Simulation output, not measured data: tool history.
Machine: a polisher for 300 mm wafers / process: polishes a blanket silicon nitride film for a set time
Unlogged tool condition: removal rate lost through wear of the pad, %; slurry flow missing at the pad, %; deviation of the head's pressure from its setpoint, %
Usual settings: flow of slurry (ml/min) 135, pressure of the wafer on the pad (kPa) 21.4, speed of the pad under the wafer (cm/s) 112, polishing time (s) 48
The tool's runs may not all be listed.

run	day	flow of slurry (ml/min)	pressure of the wafer on the pad (kPa)	speed of the pad under the wafer (cm/s)	polishing time (s)	wafers since the last listed run	wafers polished on this pad	hours since the slurry nozzle was cleaned	hours since the head pressure was calibrated	incoming thickness of the incoming film, nm	film removed (Å)
1	0.000	135	21.4	112	48	0	163	7.2	176.2	403.2	932
2	2.333	135	21.4	112	48	683	847	63.2	232.2	402.7	924
3	4.692	135	21.4	112	48	690	1537	119.8	288.8	396.5	943
4	6.546	135	21.4	112	48	542	2080	164.3	333.3	399.2	939
5	9.058	135	21.4	112	48	735	2816	224.6	393.6	401.6	930
# day 10.462: worn pad replaced by a new one
6	12.142	135	21.4	112	48	854	491	298.6	467.6	401.4	934
# day 13.696: slurry nozzle cleaned
7	15.129	135	21.4	112	48	862	1354	34.4	539.3	401.0	921
8	17.242	135	21.4	112	48	618	1972	85.1	590.0	397.4	912
9	18.562	135	21.4	112	48	386	2359	116.8	621.7	404.2	926
10	20.212	135	21.4	112	48	483	2842	156.4	661.3	400.8	896
# day 21.371: worn pad replaced by a new one, of another model than before
11	21.804	135	19.3	132	48	417	126	194.6	699.5	393.9	961
# day 23.996: head pressure recalibrated
12	24.017	135	19.3	132	48	623	750	247.7	0.5	408.2	1003
13	25.812	135	19.3	132	48	525	1276	290.8	43.6	403.5	1031
# day 27.246: slurry nozzle cleaned
14	28.758	135	21.4	112	48	850	2126	36.3	114.3	395.1	925
15	30.658	90	21.4	112	55	556	2683	81.9	159.9	398.9	999
16	33.308	135	16.5	128	61	775	3459	145.5	223.5	399.3	1093
# day 34.954: worn pad replaced by a new one
17	35.775	135	21.4	112	48	673	240	204.7	282.7	392.6	939
18	37.783	135	21.4	112	34	588	828	252.9	330.9	405.1	655
19	39.783	165	26.9	146	57	585	1414	300.9	378.9	399.1	1753
# day 41.617: slurry nozzle cleaned
20	42.117	135	21.4	74	60	671	2085	12.0	434.9	399.3	748
21	43.804	115	21.4	86	48	494	2579	52.5	475.4	399.4	670
22	46.729	135	21.4	112	48	856	3436	122.7	545.6	395.1	903
# day 49.008: worn pad replaced by a new one
23	49.571	135	21.4	112	36	783	164	190.9	613.8	407.3	665
24	52.154	115	21.4	86	48	756	920	252.9	675.8	396.0	652
25	53.229	135	15.9	82	39	314	1235	278.7	701.6	398.2	417
# day 54.875: slurry nozzle cleaned
26	56.196	160	21.4	112	65	856	2091	31.7	772.8	400.6	1200
# day 58.038: head pressure recalibrated
27	58.746	165	21.4	112	48	722	2814	92.9	17.0	404.7	989
28	59.792	135	21.4	112	48	306	3120	118.0	42.1	403.4	954
# day 62.333: worn pad replaced by a new one
29	62.742	135	16.5	112	48	815	119	188.8	112.9	402.1	775

Some steps in film removed (Å), run to run, broken into two amounts with sign: the step expected even without the hidden condition (settings, incoming material, random variation), and the rest, left for the hidden condition together with whatever gauge scatter is not in both the measured and the hidden-condition-free result:
Run 18 -> 19: flow of slurry (ml/min) 135 -> 165, pressure of the wafer on the pad (kPa) 21.4 -> 26.9, speed of the pad under the wafer (cm/s) 112 -> 146, polishing time (s) 34 -> 57. film removed (Å) +1098: hidden state -28, all else +1126.
Run 19 -> 20: flow of slurry (ml/min) 165 -> 135, pressure of the wafer on the pad (kPa) 26.9 -> 21.4, speed of the pad under the wafer (cm/s) 146 -> 74, polishing time (s) 57 -> 60, slurry nozzle cleaned. film removed (Å) -1005: hidden state +18, all else -1023.
Run 25 -> 26: flow of slurry (ml/min) 135 -> 160, pressure of the wafer on the pad (kPa) 15.9 -> 21.4, speed of the pad under the wafer (cm/s) 82 -> 112, polishing time (s) 39 -> 65, slurry nozzle cleaned. film removed (Å) +783: hidden state -74, all else +857.
Run 26 -> 27: flow of slurry (ml/min) 160 -> 165, polishing time (s) 65 -> 48, head pressure recalibrated. film removed (Å) -211: hidden state +115, all else -326.

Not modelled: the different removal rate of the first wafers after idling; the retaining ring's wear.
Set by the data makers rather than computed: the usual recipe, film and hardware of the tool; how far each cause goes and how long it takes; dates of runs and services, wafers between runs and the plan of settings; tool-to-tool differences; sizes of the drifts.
